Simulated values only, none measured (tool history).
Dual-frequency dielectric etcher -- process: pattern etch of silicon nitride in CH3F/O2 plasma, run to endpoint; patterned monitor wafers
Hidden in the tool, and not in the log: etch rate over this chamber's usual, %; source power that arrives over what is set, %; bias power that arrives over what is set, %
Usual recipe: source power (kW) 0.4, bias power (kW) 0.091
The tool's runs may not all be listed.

run	hour	source power (kW)	bias power (kW)	wafers since the last listed run	hours since the last wet clean	hours since the last source power generator calibration	hours since the last bias power generator calibration	hours since the last upper electrode change	incoming incoming film thickness, nm	endpoint time (s)
1	0	0.4	0.091	0	285.4	1317.3	319.2	2383.8	61.9	67.2
2	93.9	0.4	0.091	817	379.3	1411.2	413.1	2477.7	62	68.5
3	143	0.4	0.091	427	428.4	1460.3	462.2	2526.8	61.8	67.7
# hour 204.6: wet clean of the chamber
4	238.8	0.4	0.091	625	34.2	1556.1	558	2622.6	61.6	66.3
5	336.3	0.4	0.091	849	131.7	1653.6	655.5	2720.1	61.4	67.4
6	423.6	0.4	0.091	760	219	1740.9	742.8	2807.4	61.9	67.8
7	465.4	0.37	0.096	364	260.8	1782.7	784.6	2849.2	61.5	68.6
8	567	0.37	0.096	884	362.4	1884.3	886.2	2950.8	62.1	71.4
9	631.9	0.37	0.096	565	427.3	1949.2	951.1	3015.7	62.2	70.8
# hour 715.5: wet clean of the chamber
10	737.8	0.4	0.091	713	22.3	2055.1	1057	3121.6	61.4	65.1
11	975.3	0.4	0.091	2068	259.8	2292.6	1294.5	3359.1	62.2	67.3
12	1040.1	0.45	0.091	564	324.6	2357.4	1359.3	3423.9	61.9	63.6
13	1120.9	0.4	0.091	703	405.4	2438.2	1440.1	3504.7	62	68.7
# hour 1164.4: wet clean of the chamber
14	1181.8	0.4	0.091	321	17.4	2499.1	1501	3565.6	61.2	65.4
15	1243	0.35	0.078	532	78.6	2560.3	1562.2	3626.8	62.1	75.6
16	1330.2	0.4	0.091	759	165.8	2647.5	1649.4	3714	62	66.5
17	1383.2	0.31	0.072	461	218.8	2700.5	1702.4	3767	61.6	83
18	1472	0.33	0.085	773	307.6	2789.3	1791.2	3855.8	61.4	76.3
# hour 1533.7: upper electrode replaced
# hour 1539.1: bias power generator calibrated
# hour 1554.3: source power generator calibrated
19	1569	0.34	0.07	566	404.6	14.7	29.9	35.3	61.9	83.9
# hour 1686.2: wet clean of the chamber
20	1686.7	0.47	0.102	816	0.5	132.4	147.6	153	61.7	58.7
21	1767.9	0.36	0.069	707	81.7	213.6	228.8	234.2	62.2	77.3
22	1807.5	0.34	0.091	344	121.3	253.2	268.4	273.8	62.4	73.4
23	1872.6	0.35	0.076	566	186.4	318.3	333.5	338.9	62.1	76.7
24	1929.2	0.4	0.07	492	243	374.9	390.1	395.5	61.5	74.3
25	1970.4	0.4	0.091	358	284.2	416.1	431.3	436.7	62	67.6
26	2076.5	0.46	0.114	924	390.3	522.2	537.4	542.8	61.6	59.1
27	2143	0.4	0.07	579	456.8	588.7	603.9	609.3	62.3	77.5
# hour 2188.5: wet clean of the chamber
28	2251	0.48	0.091	731	62.5	696.7	711.9	717.3	61.4	60.5
29	2343	0.32	0.084	801	154.5	788.7	803.9	809.3	61.7	76.7

Hidden state at the last listed run before each entry between runs and at the first one after, where it differs:
Between runs 3 and 4: wet clean of the chamber (hour 204.6)
  etch rate over this chamber's usual, %: -3.82 -> -0.68
  measured result minus the result with no hidden state, endpoint time (s): +2.6 -> +0.5
Between runs 9 and 10: wet clean of the chamber (hour 715.5)
  etch rate over this chamber's usual, %: -4.76 -> 0.142
  measured result minus the result with no hidden state, endpoint time (s): +3.4 -> -0.1
Between runs 13 and 14: wet clean of the chamber (hour 1164.4)
  etch rate over this chamber's usual, %: -3.84 -> -0.433
  measured result minus the result with no hidden state, endpoint time (s): +2.6 -> +0.3
Between runs 18 and 19: upper electrode replaced (hour 1533.7); bias power generator calibrated (hour 1539.1); source power generator calibrated (hour 1554.3)
  etch rate over this chamber's usual, %: -3.45 -> -4.45
  measured result minus the result with no hidden state, endpoint time (s): +2.6 -> +3.7
Between runs 19 and 20: wet clean of the chamber (hour 1686.2)
  etch rate over this chamber's usual, %: -4.45 -> -0.507
  measured result minus the result with no hidden state, endpoint time (s): +3.7 -> +0.3
Between runs 27 and 28: wet clean of the chamber (hour 2188.5)
  etch rate over this chamber's usual, %: -5.25 -> -0.961
  measured result minus the result with no hidden state, endpoint time (s): +4.1 -> +0.6
